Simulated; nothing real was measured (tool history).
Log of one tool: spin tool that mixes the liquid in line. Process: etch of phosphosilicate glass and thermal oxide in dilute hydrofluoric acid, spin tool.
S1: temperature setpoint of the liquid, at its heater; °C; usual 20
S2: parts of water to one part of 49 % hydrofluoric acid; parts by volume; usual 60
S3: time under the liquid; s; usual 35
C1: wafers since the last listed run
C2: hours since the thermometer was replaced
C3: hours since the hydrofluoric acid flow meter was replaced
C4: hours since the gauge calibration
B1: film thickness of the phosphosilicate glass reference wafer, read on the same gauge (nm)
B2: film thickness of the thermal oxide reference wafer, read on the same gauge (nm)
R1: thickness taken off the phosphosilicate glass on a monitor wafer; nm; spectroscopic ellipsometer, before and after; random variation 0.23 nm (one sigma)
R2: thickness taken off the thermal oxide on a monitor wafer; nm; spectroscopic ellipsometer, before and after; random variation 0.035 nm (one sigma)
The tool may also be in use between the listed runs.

| run | hour | S1 | S2 | S3 | C1 | C2 | C3 | C4 | B1 | B2 | R1 | R2 |
|---|---|---|---|---|---|---|---|---|---|---|---|---|
| 1 | 0 | 20 | 60 | 35 | 0 | 1500.9 | 706.5 | 203.2 | 140.01 | 29.961 | 43.19 | 2.405 |
| 2 | 35.5 | 20 | 60 | 35 | 420 | 1536.4 | 742 | 238.7 | 140.01 | 29.986 | 43.22 | 2.483 |
| 3 | 59.8 | 20 | 60 | 35 | 287 | 1560.7 | 766.3 | 263 | 140 | 30 | 43.3 | 2.501 |
| 4 | 116.3 | 20 | 60 | 35 | 668 | 1617.2 | 822.8 | 319.5 | 140.02 | 30.068 | 43.33 | 2.437 |
| 5 | 163 | 20 | 60 | 35 | 552 | 1663.9 | 869.5 | 366.2 | 139.98 | 30.029 | 43.14 | 2.436 |
| 6 | 222.2 | 20 | 60 | 45 | 700 | 1723.1 | 928.7 | 425.4 | 140 | 29.969 | 56.13 | 3.155 |
|  | 328.3 | thermometer replaced |
| 7 | 356.6 | 20 | 60 | 45 | 1578 | 28.3 | 1063.1 | 559.8 | 139.99 | 30.016 | 56.57 | 3.167 |
|  | 399.5 | gauge calibrated |
| 8 | 421.6 | 21.5 | 60 | 35 | 769 | 93.3 | 1128.1 | 22.1 | 140.01 | 29.963 | 47.29 | 2.604 |
| 9 | 456.8 | 21.5 | 60 | 35 | 416 | 128.5 | 1163.3 | 57.3 | 140.01 | 30.018 | 46.83 | 2.589 |
|  | 463.9 | hydrofluoric acid flow meter replaced |
| 10 | 518.7 | 20 | 60 | 40 | 720 | 190.4 | 54.8 | 119.2 | 140.01 | 29.982 | 47.68 | 2.727 |
| 11 | 565.5 | 23 | 60 | 45 | 553 | 237.2 | 101.6 | 166 | 139.99 | 29.947 | 60.94 | 3.49 |
| 12 | 625.7 | 20 | 60 | 35 | 712 | 297.4 | 161.8 | 226.2 | 139.99 | 29.975 | 41.74 | 2.376 |
| 13 | 692.8 | 20 | 60 | 35 | 794 | 364.5 | 228.9 | 293.3 | 139.98 | 30.032 | 41.9 | 2.414 |
| 14 | 746.7 | 22 | 60 | 45 | 637 | 418.4 | 282.8 | 347.2 | 140 | 29.977 | 58.84 | 3.217 |
| 15 | 792.1 | 17 | 60 | 35 | 537 | 463.8 | 328.2 | 392.6 | 139.97 | 29.973 | 37.61 | 2.08 |
| 16 | 848.6 | 20 | 60 | 35 | 668 | 520.3 | 384.7 | 449.1 | 140.01 | 30.003 | 42.74 | 2.38 |
| 17 | 916.8 | 24 | 35 | 55 | 807 | 588.5 | 452.9 | 517.3 | 140.02 | 30.024 | 140.3 | 7.778 |
| 18 | 960.5 | 22 | 60 | 40 | 517 | 632.2 | 496.6 | 561 | 140 | 29.993 | 52.68 | 3.025 |
| 19 | 1015.4 | 20 | 60 | 35 | 649 | 687.1 | 551.5 | 615.9 | 140 | 29.995 | 43 | 2.473 |

The tool's hidden state at each run:
liquid colder than its thermometer reads (K): 0 in every run
gauge reads high (%): 0 in every run
H1: hydrofluoric acid flow above the setpoint (%)
| run | H1 |
|---|---|
| 1 | 3.89 |
| 2 | 4.08 |
| 3 | 4.21 |
| 4 | 4.51 |
| 5 | 4.76 |
| 6 | 5.07 |
| 7 | 5.78 |
| 8 | 6.13 |
| 9 | 6.31 |
| 10 | 0.807 |
| 11 | 1.05 |
| 12 | 1.37 |
| 13 | 1.73 |
| 14 | 2.02 |
| 15 | 2.26 |
| 16 | 2.56 |
| 17 | 2.92 |
| 18 | 3.15 |
| 19 | 3.44 |
